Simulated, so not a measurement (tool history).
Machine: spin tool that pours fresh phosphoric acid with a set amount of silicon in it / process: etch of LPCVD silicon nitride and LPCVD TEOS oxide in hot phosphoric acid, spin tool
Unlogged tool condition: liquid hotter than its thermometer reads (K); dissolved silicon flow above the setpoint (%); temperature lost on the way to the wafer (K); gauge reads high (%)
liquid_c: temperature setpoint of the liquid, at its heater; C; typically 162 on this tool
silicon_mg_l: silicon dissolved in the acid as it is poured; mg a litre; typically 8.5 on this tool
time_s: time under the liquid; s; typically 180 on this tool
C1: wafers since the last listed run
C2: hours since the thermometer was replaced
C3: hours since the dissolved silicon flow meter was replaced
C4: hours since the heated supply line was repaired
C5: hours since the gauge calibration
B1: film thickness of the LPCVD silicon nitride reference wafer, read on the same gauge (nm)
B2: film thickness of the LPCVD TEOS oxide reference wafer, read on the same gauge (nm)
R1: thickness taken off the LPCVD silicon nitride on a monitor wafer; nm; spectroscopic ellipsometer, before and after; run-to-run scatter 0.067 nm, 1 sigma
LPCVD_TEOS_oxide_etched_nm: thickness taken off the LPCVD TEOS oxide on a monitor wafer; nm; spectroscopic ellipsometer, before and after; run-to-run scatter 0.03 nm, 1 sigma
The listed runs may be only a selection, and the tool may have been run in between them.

run 1 hour=0 | liquid_c=163 silicon_mg_l=14 time_s=90 | C1=0 C2=869 C3=825.3 C4=3322.9 C5=86.7 | B1=30.03 B2=139.99 | R1=9.17 LPCVD_TEOS_oxide_etched_nm=0.284
run 2 hour=15.6 | liquid_c=160 silicon_mg_l=8.5 time_s=180 | C1=90 C2=884.6 C3=840.9 C4=3338.5 C5=102.3 | B1=30 B2=140.028 | R1=16.72 LPCVD_TEOS_oxide_etched_nm=0.573
-- hour=60.5 thermometer replaced
run 3 hour=63.5 | liquid_c=162 silicon_mg_l=13 time_s=130 | C1=272 C2=3 C3=888.8 C4=3386.4 C5=150.2 | B1=30.01 B2=139.974 | R1=12.2 LPCVD_TEOS_oxide_etched_nm=0.374
run 4 hour=76.1 | liquid_c=163.5 silicon_mg_l=8.5 time_s=250 | C1=73 C2=15.6 C3=901.4 C4=3399 C5=162.8 | B1=30.02 B2=139.988 | R1=24.89 LPCVD_TEOS_oxide_etched_nm=0.919
-- hour=84.7 heated supply line repaired
run 5 hour=92.2 | liquid_c=162 silicon_mg_l=8.5 time_s=180 | C1=87 C2=31.7 C3=917.5 C4=7.5 C5=178.9 | B1=29.99 B2=139.993 | R1=17.11 LPCVD_TEOS_oxide_etched_nm=0.571
run 6 hour=103 | liquid_c=163 silicon_mg_l=11 time_s=80 | C1=62 C2=42.5 C3=928.3 C4=18.3 C5=189.7 | B1=30 B2=140.032 | R1=7.85 LPCVD_TEOS_oxide_etched_nm=0.264
run 7 hour=111 | liquid_c=162 silicon_mg_l=8.5 time_s=180 | C1=46 C2=50.5 C3=936.3 C4=26.3 C5=197.7 | B1=30 B2=139.997 | R1=17.06 LPCVD_TEOS_oxide_etched_nm=0.561
run 8 hour=120.6 | liquid_c=159.5 silicon_mg_l=8.5 time_s=100 | C1=55 C2=60.1 C3=945.9 C4=35.9 C5=207.3 | B1=29.99 B2=140.003 | R1=8.77 LPCVD_TEOS_oxide_etched_nm=0.267
run 9 hour=126.9 | liquid_c=162 silicon_mg_l=8.5 time_s=180 | C1=36 C2=66.4 C3=952.2 C4=42.2 C5=213.6 | B1=29.96 B2=139.952 | R1=17.03 LPCVD_TEOS_oxide_etched_nm=0.517
-- hour=129.9 dissolved silicon flow meter replaced
run 10 hour=136 | liquid_c=160 silicon_mg_l=8.5 time_s=90 | C1=47 C2=75.5 C3=6.1 C4=51.3 C5=222.7 | B1=30 B2=140 | R1=7.98 LPCVD_TEOS_oxide_etched_nm=0.244
run 11 hour=144.5 | liquid_c=162 silicon_mg_l=8.5 time_s=180 | C1=49 C2=84 C3=14.6 C4=59.8 C5=231.2 | B1=30 B2=139.995 | R1=17.18 LPCVD_TEOS_oxide_etched_nm=0.561
run 12 hour=152.6 | liquid_c=162 silicon_mg_l=8.5 time_s=180 | C1=47 C2=92.1 C3=22.7 C4=67.9 C5=239.3 | B1=29.97 B2=140.004 | R1=17.07 LPCVD_TEOS_oxide_etched_nm=0.552
run 13 hour=159.6 | liquid_c=162 silicon_mg_l=8.5 time_s=180 | C1=40 C2=99.1 C3=29.7 C4=74.9 C5=246.3 | B1=30.01 B2=139.977 | R1=17.04 LPCVD_TEOS_oxide_etched_nm=0.536
run 14 hour=175.7 | liquid_c=162 silicon_mg_l=11.5 time_s=265 | C1=93 C2=115.2 C3=45.8 C4=91 C5=262.4 | B1=30 B2=140.006 | R1=25.23 LPCVD_TEOS_oxide_etched_nm=0.726
run 15 hour=189.9 | liquid_c=160 silicon_mg_l=13 time_s=135 | C1=82 C2=129.4 C3=60 C4=105.2 C5=276.6 | B1=29.97 B2=139.974 | R1=12.05 LPCVD_TEOS_oxide_etched_nm=0.358
run 16 hour=205.2 | liquid_c=163 silicon_mg_l=8.5 time_s=135 | C1=88 C2=144.7 C3=75.3 C4=120.5 C5=291.9 | B1=29.96 B2=140.008 | R1=13.39 LPCVD_TEOS_oxide_etched_nm=0.475
run 17 hour=212.8 | liquid_c=163 silicon_mg_l=13.5 time_s=180 | C1=44 C2=152.3 C3=82.9 C4=128.1 C5=299.5 | B1=29.99 B2=139.978 | R1=17.73 LPCVD_TEOS_oxide_etched_nm=0.574
run 18 hour=222 | liquid_c=162 silicon_mg_l=8.5 time_s=115 | C1=53 C2=161.5 C3=92.1 C4=137.3 C5=308.7 | B1=30.04 B2=140.056 | R1=10.95 LPCVD_TEOS_oxide_etched_nm=0.389
run 19 hour=238.1 | liquid_c=162 silicon_mg_l=5.5 time_s=180 | C1=93 C2=177.6 C3=108.2 C4=153.4 C5=324.8 | B1=29.99 B2=140.01 | R1=17.27 LPCVD_TEOS_oxide_etched_nm=0.632
run 20 hour=249.2 | liquid_c=160.5 silicon_mg_l=5 time_s=290 | C1=64 C2=188.7 C3=119.3 C4=164.5 C5=335.9 | B1=29.95 B2=139.956 | R1=26.47 LPCVD_TEOS_oxide_etched_nm=0.945
-- hour=250.3 gauge calibrated
run 21 hour=258.5 | liquid_c=161 silicon_mg_l=8.5 time_s=180 | C1=54 C2=198 C3=128.6 C4=173.8 C5=8.2 | B1=30.01 B2=140.024 | R1=16.6 LPCVD_TEOS_oxide_etched_nm=0.527

Give the tool's hidden conditions for every run:
dissolved silicon flow above the setpoint (%): 0, the same for each run
temperature lost on the way to the wafer (K): 0, the same for each run
gauge reads high (%): 0, the same for each run
H1: liquid hotter than its thermometer reads (K)
run=1 H1=1.43
run=2 H1=1.46
run=3 H1=0.0654
run=4 H1=0.0857
run=5 H1=0.112
run=6 H1=0.129
run=7 H1=0.142
run=8 H1=0.158
run=9 H1=0.168
run=10 H1=0.183
run=11 H1=0.196
run=12 H1=0.209
run=13 H1=0.221
run=14 H1=0.247
run=15 H1=0.27
run=16 H1=0.294
run=17 H1=0.307
run=18 H1=0.322
run=19 H1=0.348
run=20 H1=0.366
run=21 H1=0.381
